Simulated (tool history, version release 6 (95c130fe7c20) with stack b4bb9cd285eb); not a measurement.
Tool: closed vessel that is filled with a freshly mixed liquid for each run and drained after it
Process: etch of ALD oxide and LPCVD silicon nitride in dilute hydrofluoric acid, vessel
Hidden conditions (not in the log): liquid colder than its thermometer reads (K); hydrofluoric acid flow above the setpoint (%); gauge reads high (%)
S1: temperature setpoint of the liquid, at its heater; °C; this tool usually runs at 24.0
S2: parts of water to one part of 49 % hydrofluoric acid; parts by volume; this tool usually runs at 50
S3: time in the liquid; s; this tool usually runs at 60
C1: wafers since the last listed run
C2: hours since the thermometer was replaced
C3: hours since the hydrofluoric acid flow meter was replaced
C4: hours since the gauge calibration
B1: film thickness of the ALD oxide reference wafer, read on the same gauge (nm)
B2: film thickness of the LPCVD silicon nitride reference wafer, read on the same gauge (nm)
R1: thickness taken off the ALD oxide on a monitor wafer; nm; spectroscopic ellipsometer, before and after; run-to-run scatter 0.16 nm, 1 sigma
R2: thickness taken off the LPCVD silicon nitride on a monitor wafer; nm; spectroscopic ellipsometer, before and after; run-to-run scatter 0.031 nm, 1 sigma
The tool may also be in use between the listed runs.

run,hour,S1,S2,S3,C1,C2,C3,C4,B1,B2,R1,R2
1,0.0,24.0,50,60,0,1739.8,1400.8,87.4,70.00,139.992,21.14,0.676
# hour 12.7: hydrofluoric acid flow meter replaced
2,13.2,24.0,50,60,1292,1753.0,0.5,100.6,70.01,140.023,19.08,0.583
3,22.4,19.5,50,60,974,1762.2,9.7,109.8,70.02,140.020,15.84,0.429
4,52.2,24.0,30,60,3156,1792.0,39.5,139.6,69.98,139.991,32.44,1.007
5,65.6,24.0,50,60,1419,1805.4,52.9,153.0,70.01,139.998,18.94,0.625
6,81.2,24.0,50,60,1652,1821.0,68.5,168.6,70.01,139.995,18.92,0.607
7,99.1,24.0,50,60,1896,1838.9,86.4,186.5,70.02,140.032,18.68,0.663
# hour 115.7: thermometer replaced
8,116.2,28.5,40,75,1705,0.5,103.5,203.6,69.98,139.992,36.48,1.262
9,123.8,20.0,40,60,805,8.1,111.1,211.2,70.00,139.970,20.87,0.545
10,175.3,24.0,50,60,5455,59.6,162.6,262.7,70.01,140.000,19.21,0.611
11,183.0,19.5,60,75,815,67.3,170.3,270.4,70.00,140.005,16.39,0.411
12,195.3,26.5,25,90,1302,79.6,182.6,282.7,70.01,140.001,66.60,2.109
13,210.4,24.0,50,60,1599,94.7,197.7,297.8,69.99,140.015,19.26,0.586
14,218.1,25.5,50,60,815,102.4,205.4,305.5,70.01,140.009,20.40,0.637
15,227.2,24.0,50,60,963,111.5,214.5,314.6,70.00,139.975,19.44,0.591
16,234.0,29.0,30,70,720,118.3,221.3,321.4,70.01,139.971,47.60,1.593
17,244.6,24.0,50,85,1122,128.9,231.9,332.0,70.00,140.015,27.36,0.891
18,255.4,24.0,60,85,1144,139.7,242.7,342.8,70.02,139.989,22.57,0.780
19,266.8,24.0,50,60,1207,151.1,254.1,354.2,70.00,139.980,19.20,0.585
20,276.6,24.0,60,90,1038,160.9,263.9,364.0,70.01,140.006,23.82,0.839
21,291.4,24.0,60,35,1567,175.7,278.7,378.8,70.01,140.015,9.24,0.266
22,307.0,24.0,50,60,1652,191.3,294.3,394.4,70.00,140.019,19.54,0.599
23,319.0,24.0,70,70,1271,203.3,306.3,406.4,70.00,140.012,15.92,0.513
24,331.2,24.0,50,60,1292,215.5,318.5,418.6,70.00,140.023,19.73,0.605
25,341.0,20.5,50,70,1038,225.3,328.3,428.4,69.98,140.006,19.72,0.577

Forecast each of these 5 alternatives for the next run:
A,341.7,24.0,50,60,74,226.0,329.0,429.1,?,?,?,?
B,341.7,20.0,45,60,74,226.0,329.0,429.1,?,?,?,?
C,341.7,24.0,50,45,74,226.0,329.0,429.1,?,?,?,?
D,341.7,24.0,25,60,74,226.0,329.0,429.1,?,?,?,?
E,341.7,22.0,40,80,74,226.0,329.0,429.1,?,?,?,?

run,B1,B2,R1,R2
A,69.99,139.995,19.52,0.535
B,69.99,139.995,18.45,0.450
C,69.99,139.995,14.64,0.401
D,69.99,139.995,40.30,1.047
E,69.99,139.995,30.30,0.773
Stripped of hidden state, with their random variation kept, the same runs would have yielded:
run,R1,R2
A,18.60,0.511
B,17.58,0.431
C,13.95,0.383
D,38.46,1.002
E,28.89,0.740
